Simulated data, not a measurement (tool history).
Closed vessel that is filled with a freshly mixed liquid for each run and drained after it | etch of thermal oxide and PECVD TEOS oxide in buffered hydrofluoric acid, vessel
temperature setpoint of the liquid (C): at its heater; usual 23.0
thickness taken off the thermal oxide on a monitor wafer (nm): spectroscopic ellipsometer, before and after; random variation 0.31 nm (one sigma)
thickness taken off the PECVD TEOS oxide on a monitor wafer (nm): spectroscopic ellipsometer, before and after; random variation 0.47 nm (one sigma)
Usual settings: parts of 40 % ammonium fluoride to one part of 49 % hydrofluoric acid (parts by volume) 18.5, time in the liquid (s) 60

run     day  temperature setpoint of the liquid (C)  parts of 40 % ammonium fluoride to one part of 49 % hydrofluoric acid (parts by volume)  time in the liquid (s)  wafers since the last listed run  hours since the thermometer was replaced  hours since the hydrofluoric acid flow meter was replaced  hours since the gauge calibration  read-back film thickness of the thermal oxide reference wafer, read on the same gauge (nm)  read-back film thickness of the PECVD TEOS oxide reference wafer, read on the same gauge (nm)  thickness taken off the thermal oxide on a monitor wafer (nm)  thickness taken off the PECVD TEOS oxide on a monitor wafer (nm)
  1   0.000                                    23.0                                                                                     18.5                      60                                 0                                    1166.5                                                      726.8                              249.4                                                                                       30.00                                                                                         110.01                                                          42.41                                                             64.81
  2   1.362                                    23.0                                                                                     18.5                      60                              2322                                    1199.2                                                      759.5                              282.1                                                                                       30.01                                                                                         109.98                                                          42.76                                                             64.97
  3   2.783                                    23.0                                                                                     18.5                      60                              2421                                    1233.3                                                      793.6                              316.2                                                                                       29.99                                                                                         110.01                                                          42.69                                                             64.88
  4   3.658                                    23.0                                                                                     18.5                      60                              1491                                    1254.3                                                      814.6                              337.2                                                                                       30.00                                                                                         110.00                                                          42.16                                                             66.41
      5.917  -- gauge calibrated
      6.421  -- thermometer replaced
  5   6.583                                    23.0                                                                                     18.5                      60                              4915                                       3.9                                                      884.8                               16.0                                                                                       30.01                                                                                         110.00                                                          36.95                                                             56.04
  6   7.433                                    21.5                                                                                     18.5                      60                              1448                                      24.3                                                      905.2                               36.4                                                                                       29.99                                                                                         110.01                                                          33.78                                                             51.20
  7   8.833                                    21.5                                                                                     18.5                      60                              2386                                      57.9                                                      938.8                               70.0                                                                                       30.00                                                                                         109.99                                                          34.14                                                             52.03
  8   9.358                                    20.5                                                                                     23.0                      50                               894                                      70.5                                                      951.4                               82.6                                                                                       30.02                                                                                         110.01                                                          22.42                                                             34.60
  9  10.000                                    23.0                                                                                     18.5                      60                              1093                                      85.9                                                      966.8                               98.0                                                                                       30.00                                                                                         109.99                                                          36.96                                                             56.96
     10.525  -- hydrofluoric acid flow meter replaced
 10  11.479                                    25.0                                                                                     18.5                      90                              2450                                     121.4                                                       22.9                              133.5                                                                                       30.00                                                                                         110.01                                                          61.97                                                             95.27
 11  12.062                                    23.0                                                                                     18.5                      60                               994                                     135.4                                                       36.9                              147.5                                                                                       29.99                                                                                         110.00                                                          37.46                                                             57.20
 12  13.354                                    21.0                                                                                     23.0                      60                              2201                                     166.4                                                       67.9                              178.5                                                                                       30.00                                                                                         110.00                                                          28.14                                                             42.65
 13  14.058                                    23.0                                                                                     25.5                      75                              1200                                     183.3                                                       84.8                              195.4                                                                                       30.00                                                                                         110.02                                                          37.49                                                             56.30
 14  14.667                                    19.5                                                                                     13.5                      45                              1036                                     197.9                                                       99.4                              210.0                                                                                       30.03                                                                                         110.02                                                          31.77                                                             47.83

Hidden state or all else? Some run-to-run changes of thickness taken off the thermal oxide on a monitor wafer (nm), split into what the settings, what came in and random variation would give without the hidden state, and what is left for the hidden state (with any gauge scatter that isn't in both results):
The hidden state here: liquid hotter than its thermometer reads (K); hydrofluoric acid flow above the setpoint (%); gauge reads high (%).
Run 4 -> 5: gauge calibrated, thermometer replaced. thickness taken off the thermal oxide on a monitor wafer (nm) -5.21: hidden state -6.16, all else +0.95.
Run 9 -> 10: temperature setpoint of the liquid (C) 23.0 -> 25.0, time in the liquid (s) 60 -> 90, hydrofluoric acid flow meter replaced. thickness taken off the thermal oxide on a monitor wafer (nm) +25.01: hidden state +0.60, all else +24.41.

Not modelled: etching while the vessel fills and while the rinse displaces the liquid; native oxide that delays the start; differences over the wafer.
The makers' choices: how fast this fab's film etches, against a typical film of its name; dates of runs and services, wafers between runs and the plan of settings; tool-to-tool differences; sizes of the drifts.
